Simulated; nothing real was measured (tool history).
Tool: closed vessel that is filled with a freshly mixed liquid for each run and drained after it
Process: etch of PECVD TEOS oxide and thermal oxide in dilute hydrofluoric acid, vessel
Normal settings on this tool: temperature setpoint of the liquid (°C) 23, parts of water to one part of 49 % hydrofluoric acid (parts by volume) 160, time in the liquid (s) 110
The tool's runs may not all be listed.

| run | hour | temperature setpoint of the liquid (°C) | parts of water to one part of 49 % hydrofluoric acid (parts by volume) | time in the liquid (s) | wafers since the last listed run | hours since the thermometer was replaced | hours since the hydrofluoric acid flow meter was replaced | hours since the gauge calibration | read-back film thickness of the PECVD TEOS oxide reference wafer, read on the same gauge (nm) | read-back film thickness of the thermal oxide reference wafer, read on the same gauge (nm) | thickness taken off the PECVD TEOS oxide on a monitor wafer (angstrom) | thickness taken off the thermal oxide on a monitor wafer (angstrom) |
|---|---|---|---|---|---|---|---|---|---|---|---|---|
| 1 | 0 | 23 | 160 | 110 | 0 | 1738.5 | 341.8 | 1617.3 | 70 | 69.987 | 101.1 | 28.2 |
| 2 | 25.2 | 23 | 160 | 110 | 3355 | 1763.7 | 367 | 1642.5 | 70 | 69.982 | 101.4 | 27.97 |
| 3 | 59.8 | 23 | 160 | 110 | 4606 | 1798.3 | 401.6 | 1677.1 | 70.01 | 69.984 | 100.8 | 27.77 |
| 4 | 122 | 25.5 | 160 | 110 | 8281 | 1860.5 | 463.8 | 1739.3 | 69.97 | 69.991 | 110.4 | 30.73 |
| 5 | 169.1 | 23 | 195 | 110 | 6270 | 1907.6 | 510.9 | 1786.4 | 70.04 | 69.99 | 80 | 22.18 |
|  | 210.3 | hydrofluoric acid flow meter replaced |
|  | 227.6 | thermometer replaced |
| 6 | 229.8 | 23 | 195 | 110 | 7815 | 2.2 | 19.5 | 1847.1 | 69.98 | 70.006 | 85 | 23.74 |
| 7 | 270 | 18.5 | 95 | 65 | 5352 | 42.4 | 59.7 | 1887.3 | 70 | 69.994 | 95.4 | 26.68 |
| 8 | 302.3 | 21 | 100 | 110 | 4300 | 74.7 | 92 | 1919.6 | 70 | 69.994 | 170.3 | 47.9 |
| 9 | 346.3 | 27.5 | 160 | 110 | 5858 | 118.7 | 136 | 1963.6 | 70.01 | 69.978 | 127.4 | 34.48 |
| 10 | 388.3 | 28 | 160 | 170 | 5591 | 160.7 | 178 | 2005.6 | 69.99 | 69.98 | 200.2 | 55.71 |
| 11 | 459.9 | 23 | 160 | 110 | 9532 | 232.3 | 249.6 | 2077.2 | 70.04 | 70.012 | 106.7 | 29.31 |
| 12 | 494.6 | 23 | 160 | 110 | 4619 | 267 | 284.3 | 2111.9 | 70.03 | 70.003 | 106.3 | 29.85 |
| 13 | 557.7 | 19.5 | 220 | 145 | 8401 | 330.1 | 347.4 | 2175 | 70.04 | 69.999 | 83.7 | 23.57 |
| 14 | 606.8 | 19 | 110 | 160 | 6537 | 379.2 | 396.5 | 2224.1 | 69.99 | 69.996 | 201.5 | 56.56 |
| 15 | 668.9 | 23 | 120 | 110 | 8267 | 441.3 | 458.6 | 2286.2 | 69.97 | 70.011 | 148.1 | 41.3 |
|  | 760.7 | gauge calibrated |
| 16 | 761.4 | 23 | 160 | 110 | 12315 | 533.8 | 551.1 | 0.7 | 70.03 | 70.001 | 105.7 | 28.63 |
|  | 763.8 | hydrofluoric acid flow meter replaced |
| 17 | 790 | 23 | 215 | 110 | 3674 | 562.4 | 26.2 | 29.3 | 70.01 | 69.999 | 74.9 | 20.34 |
| 18 | 823.2 | 19 | 235 | 125 | 4420 | 595.6 | 59.4 | 62.5 | 70 | 69.999 | 65.3 | 18.25 |
| 19 | 876.2 | 26.5 | 90 | 160 | 7056 | 648.6 | 112.4 | 115.5 | 70.02 | 69.993 | 339.6 | 96.82 |
| 20 | 907.5 | 23 | 160 | 110 | 4167 | 679.9 | 143.7 | 146.8 | 70.03 | 70.006 | 105 | 29.24 |
| 21 | 961.6 | 20 | 195 | 75 | 7202 | 734 | 197.8 | 200.9 | 70.02 | 69.992 | 50.4 | 13.76 |
| 22 | 1022.6 | 27.5 | 160 | 110 | 8121 | 795 | 258.8 | 261.9 | 70.01 | 70.007 | 124.3 | 34.62 |
| 23 | 1085.5 | 20 | 85 | 160 | 8374 | 857.9 | 321.7 | 324.8 | 70.01 | 69.986 | 277.4 | 77.21 |
| 24 | 1135.6 | 25.5 | 225 | 110 | 6670 | 908 | 371.8 | 374.9 | 70.02 | 70.014 | 76.1 | 20.56 |
| 25 | 1170.5 | 25 | 160 | 170 | 4646 | 942.9 | 406.7 | 409.8 | 70 | 70.013 | 175 | 48.47 |
| 26 | 1204.8 | 23 | 225 | 110 | 4566 | 977.2 | 441 | 444.1 | 70.01 | 70.009 | 69.2 | 19.25 |
| 27 | 1264.9 | 24.5 | 225 | 50 | 8001 | 1037.3 | 501.1 | 504.2 | 69.99 | 69.991 | 33.4 | 9.28 |

Below are 3 alternative next runs, each starting from the tool's condition after run 27. Predict each:
| A | 1265.6 | 23 | 160 | 110 | 93 | 1038 | 501.8 | 504.9 | ? | ? | ? | ? |
| B | 1265.6 | 23 | 160 | 60 | 93 | 1038 | 501.8 | 504.9 | ? | ? | ? | ? |
| C | 1265.6 | 18.5 | 115 | 110 | 93 | 1038 | 501.8 | 504.9 | ? | ? | ? | ? |

| run | read-back film thickness of the PECVD TEOS oxide reference wafer, read on the same gauge (nm) | read-back film thickness of the thermal oxide reference wafer, read on the same gauge (nm) | thickness taken off the PECVD TEOS oxide on a monitor wafer (angstrom) | thickness taken off the thermal oxide on a monitor wafer (angstrom) |
|---|---|---|---|---|
| A | 69.99 | 69.976 | 104.2 | 28.87 |
| B | 69.99 | 69.976 | 56.8 | 15.75 |
| C | 69.99 | 69.976 | 126.8 | 35.15 |
The same runs, with their run-to-run variation unchanged, on a tool lacking any hidden condition would have given:
| run | thickness taken off the PECVD TEOS oxide on a monitor wafer (angstrom) | thickness taken off the thermal oxide on a monitor wafer (angstrom) |
|---|---|---|
| A | 108.1 | 29.95 |
| B | 58.9 | 16.33 |
| C | 131.9 | 36.56 |
